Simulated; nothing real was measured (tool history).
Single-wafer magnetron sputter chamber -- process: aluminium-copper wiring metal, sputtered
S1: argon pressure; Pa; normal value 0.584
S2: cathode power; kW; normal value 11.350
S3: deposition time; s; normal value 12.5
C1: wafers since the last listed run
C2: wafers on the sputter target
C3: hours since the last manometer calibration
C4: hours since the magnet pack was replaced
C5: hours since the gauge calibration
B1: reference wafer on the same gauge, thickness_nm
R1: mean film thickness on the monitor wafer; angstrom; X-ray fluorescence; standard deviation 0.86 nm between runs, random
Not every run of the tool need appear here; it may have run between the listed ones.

run,hour,S1,S2,S3,C1,C2,C3,C4,C5,B1,R1
1,0.0,0.584,11.350,13.2,0,1639,1695.1,10319.0,183.3,257.971,2523.56
2,22.2,0.584,11.350,13.2,721,2360,1717.3,10341.2,205.5,258.098,2530.10
3,56.9,0.584,11.350,13.2,1127,3488,1752.0,10375.9,240.2,257.079,2538.89
# hour 88.6: sputter target and shields replaced
4,91.8,0.584,12.500,12.5,874,104,1786.9,10410.8,275.1,257.329,2551.05
5,108.6,0.419,11.350,12.5,545,650,1803.7,10427.6,291.9,257.396,2664.43
6,135.8,0.419,11.350,12.5,883,1534,1830.9,10454.8,319.1,257.100,2648.20
7,164.5,0.419,11.350,12.5,932,2467,1859.6,10483.5,347.8,256.923,2645.89
# hour 198.8: sputter target and shields replaced
8,200.2,0.584,11.350,12.5,900,45,1895.3,10519.2,383.5,256.890,2397.24
9,220.8,0.584,11.350,12.5,669,715,1915.9,10539.8,404.1,257.023,2395.52
# hour 252.2: gauge calibrated
10,271.6,0.584,11.350,12.5,1650,2366,1966.7,10590.6,19.4,260.686,2427.22
11,290.8,0.584,11.350,12.5,623,2989,1985.9,10609.8,38.6,259.921,2413.97
# hour 314.3: sputter target and shields replaced
12,317.2,0.584,11.350,12.5,597,92,2012.3,10636.2,65.0,259.980,2420.35
13,343.8,0.480,11.350,12.5,864,957,2038.9,10662.8,91.6,258.930,2558.93
14,379.0,0.377,13.300,12.5,1143,2101,2074.1,10698.0,126.8,258.598,3024.09
15,404.4,0.400,10.250,10.8,825,2926,2099.5,10723.4,152.2,258.394,2172.72
# hour 428.8: capacitance manometer re-zeroed and calibrated
16,429.3,0.584,11.350,11.5,549,3475,0.5,10748.3,177.1,258.077,2207.75
17,449.2,0.813,11.350,13.6,646,4122,20.4,10768.2,197.0,258.104,2280.83
# hour 459.5: sputter target and shields replaced
# hour 469.9: magnet pack replaced
18,475.3,0.762,9.150,13.8,328,253,46.5,5.4,223.1,257.594,2084.20
19,488.0,0.427,11.350,12.5,412,666,59.2,18.1,235.8,257.279,2617.34
20,520.5,0.584,11.350,12.5,1056,1722,91.7,50.6,268.3,257.353,2391.57
21,548.8,0.787,11.350,12.5,919,2642,120.0,78.9,296.6,257.464,2128.32
22,562.6,0.787,11.350,12.5,448,3090,133.8,92.7,310.4,257.687,2113.07
23,585.6,0.584,11.350,12.5,747,3838,156.8,115.7,333.4,256.778,2378.52
# hour 600.5: sputter target and shields replaced
24,608.7,0.732,11.350,14.3,490,267,179.9,138.8,356.5,257.083,2504.07
25,639.8,0.359,11.350,10.9,1010,1277,211.0,169.9,387.6,256.685,2390.34

Hidden state, per run?
deposition rate above that of a new target (%): 0 in every run
true argon pressure above the setpoint (%): 0 in every run
H1: gauge reads high (%)
run,H1
1,-1.52
2,-1.59
3,-1.69
4,-1.77
5,-1.8
6,-1.84
7,-1.88
8,-1.92
9,-1.94
10,-0.449
11,-0.648
12,-0.883
13,-1.08
14,-1.29
15,-1.42
16,-1.52
17,-1.59
18,-1.67
19,-1.7
20,-1.78
21,-1.83
22,-1.85
23,-1.89
24,-1.91
25,-1.95
